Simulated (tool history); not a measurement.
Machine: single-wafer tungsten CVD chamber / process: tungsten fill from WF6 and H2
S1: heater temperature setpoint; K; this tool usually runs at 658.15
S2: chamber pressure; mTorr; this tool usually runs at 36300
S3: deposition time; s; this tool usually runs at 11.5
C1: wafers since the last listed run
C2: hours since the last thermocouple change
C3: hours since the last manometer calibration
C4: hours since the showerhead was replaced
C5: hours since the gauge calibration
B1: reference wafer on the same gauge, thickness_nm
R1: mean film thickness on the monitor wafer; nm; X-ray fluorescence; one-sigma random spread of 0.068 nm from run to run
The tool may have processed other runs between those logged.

run 1 hour=0 | S1=658.15 S2=36300 S3=11.5 | C1=0 C2=1164.7 C3=1084.1 C4=5069.2 C5=1668.6 | B1=27.679 | R1=33.106
run 2 hour=63.4 | S1=658.15 S2=36300 S3=11.5 | C1=1886 C2=1228.1 C3=1147.5 C4=5132.6 C5=1732 | B1=27.713 | R1=33.388
run 3 hour=113.9 | S1=658.15 S2=36300 S3=11.5 | C1=1502 C2=1278.6 C3=1198 C4=5183.1 C5=1782.5 | B1=27.706 | R1=33.229
run 4 hour=166.3 | S1=658.15 S2=41500 S3=11.5 | C1=1559 C2=1331 C3=1250.4 C4=5235.5 C5=1834.9 | B1=27.68 | R1=36.749
run 5 hour=220 | S1=658.15 S2=41500 S3=11.5 | C1=1597 C2=1384.7 C3=1304.1 C4=5289.2 C5=1888.6 | B1=27.712 | R1=36.714
run 6 hour=267.5 | S1=658.15 S2=41500 S3=11.5 | C1=1413 C2=1432.2 C3=1351.6 C4=5336.7 C5=1936.1 | B1=27.704 | R1=36.799
run 7 hour=303.1 | S1=658.15 S2=31100 S3=11.5 | C1=1059 C2=1467.8 C3=1387.2 C4=5372.3 C5=1971.7 | B1=27.693 | R1=29.078
run 8 hour=349.7 | S1=658.15 S2=31100 S3=11.5 | C1=1386 C2=1514.4 C3=1433.8 C4=5418.9 C5=2018.3 | B1=27.699 | R1=29.14
run 9 hour=391.9 | S1=658.15 S2=31100 S3=11.5 | C1=1255 C2=1556.6 C3=1476 C4=5461.1 C5=2060.5 | B1=27.69 | R1=29.093
run 10 hour=417.5 | S1=658.15 S2=36300 S3=13.2 | C1=761 C2=1582.2 C3=1501.6 C4=5486.7 C5=2086.1 | B1=27.71 | R1=38.228
run 11 hour=479.5 | S1=658.15 S2=36300 S3=13.2 | C1=1844 C2=1644.2 C3=1563.6 C4=5548.7 C5=2148.1 | B1=27.692 | R1=38.217
run 12 hour=534.4 | S1=658.15 S2=36300 S3=11.5 | C1=1633 C2=1699.1 C3=1618.5 C4=5603.6 C5=2203 | B1=27.714 | R1=33.2
-- hour=560.4 gauge calibrated
run 13 hour=570.5 | S1=658.15 S2=36300 S3=11.5 | C1=1074 C2=1735.2 C3=1654.6 C4=5639.7 C5=10.1 | B1=27.686 | R1=33.086
run 14 hour=640.2 | S1=658.15 S2=36300 S3=11.5 | C1=2073 C2=1804.9 C3=1724.3 C4=5709.4 C5=79.8 | B1=27.702 | R1=33.135
run 15 hour=692.5 | S1=666.15 S2=42600 S3=9.9 | C1=1556 C2=1857.2 C3=1776.6 C4=5761.7 C5=132.1 | B1=27.698 | R1=36.881
run 16 hour=744.9 | S1=667.15 S2=27900 S3=12.6 | C1=1559 C2=1909.6 C3=1829 C4=5814.1 C5=184.5 | B1=27.705 | R1=33.529
run 17 hour=805.4 | S1=653.15 S2=44500 S3=9.7 | C1=1800 C2=1970.1 C3=1889.5 C4=5874.6 C5=245 | B1=27.701 | R1=29.859
run 18 hour=855.5 | S1=667.15 S2=29500 S3=12.4 | C1=1490 C2=2020.2 C3=1939.6 C4=5924.7 C5=295.1 | B1=27.699 | R1=34.894
run 19 hour=888.5 | S1=646.15 S2=33800 S3=9.7 | C1=981 C2=2053.2 C3=1972.6 C4=5957.7 C5=328.1 | B1=27.696 | R1=21.275
-- hour=1008.6 capacitance manometer re-zeroed and calibrated
-- hour=1045 showerhead replaced
run 20 hour=1045.5 | S1=673.15 S2=29900 S3=10.6 | C1=4195 C2=2210.2 C3=36.9 C4=0.5 C5=485.1 | B1=27.702 | R1=33.453
run 21 hour=1085.2 | S1=666.15 S2=36300 S3=11.5 | C1=1181 C2=2249.9 C3=76.6 C4=40.2 C5=524.8 | B1=27.713 | R1=38.032
run 22 hour=1132.9 | S1=647.15 S2=31900 S3=11.5 | C1=1419 C2=2297.6 C3=124.3 C4=87.9 C5=572.5 | B1=27.701 | R1=24.445
-- hour=1151.7 thermocouple changed; heater temperature recalibrated
run 23 hour=1195.3 | S1=665.15 S2=44400 S3=10.1 | C1=1618 C2=43.6 C3=186.7 C4=150.3 C5=634.9 | B1=27.705 | R1=38.06
run 24 hour=1243.5 | S1=647.15 S2=31600 S3=10.2 | C1=1434 C2=91.8 C3=234.9 C4=198.5 C5=683.1 | B1=27.704 | R1=21.536
run 25 hour=1273.8 | S1=658.15 S2=28400 S3=11.5 | C1=901 C2=122.1 C3=265.2 C4=228.8 C5=713.4 | B1=27.711 | R1=26.768
run 26 hour=1340.8 | S1=658.15 S2=36300 S3=11.5 | C1=1993 C2=189.1 C3=332.2 C4=295.8 C5=780.4 | B1=27.714 | R1=33.198
run 27 hour=1389.3 | S1=653.15 S2=29400 S3=11.5 | C1=1442 C2=237.6 C3=380.7 C4=344.3 C5=828.9 | B1=27.701 | R1=25.451
run 28 hour=1475.3 | S1=658.15 S2=36300 S3=11.5 | C1=2558 C2=323.6 C3=466.7 C4=430.3 C5=914.9 | B1=27.693 | R1=33.177
run 29 hour=1537.1 | S1=658.15 S2=39900 S3=11.5 | C1=1838 C2=385.4 C3=528.5 C4=492.1 C5=976.7 | B1=27.69 | R1=35.773
run 30 hour=1578.9 | S1=653.15 S2=29400 S3=11.5 | C1=1243 C2=427.2 C3=570.3 C4=533.9 C5=1018.5 | B1=27.705 | R1=25.277
run 31 hour=1645 | S1=658.15 S2=36300 S3=11.5 | C1=1966 C2=493.3 C3=636.4 C4=600 C5=1084.6 | B1=27.706 | R1=33.196
run 32 hour=1714.7 | S1=658.15 S2=40400 S3=11.5 | C1=2073 C2=563 C3=706.1 C4=669.7 C5=1154.3 | B1=27.69 | R1=36.004
run 33 hour=1767.9 | S1=658.15 S2=28400 S3=11.5 | C1=1582 C2=616.2 C3=759.3 C4=722.9 C5=1207.5 | B1=27.68 | R1=26.72
run 34 hour=1805.1 | S1=673.15 S2=28000 S3=11.5 | C1=1106 C2=653.4 C3=796.5 C4=760.1 C5=1244.7 | B1=27.704 | R1=33.916

State the hidden condition of the tool at each of the runs:
wafer temperature above the value expected at the setpoint (K): 0 in every run
true pressure above the setpoint (%): 0 in every run
gauge reads high (%): 0 in every run
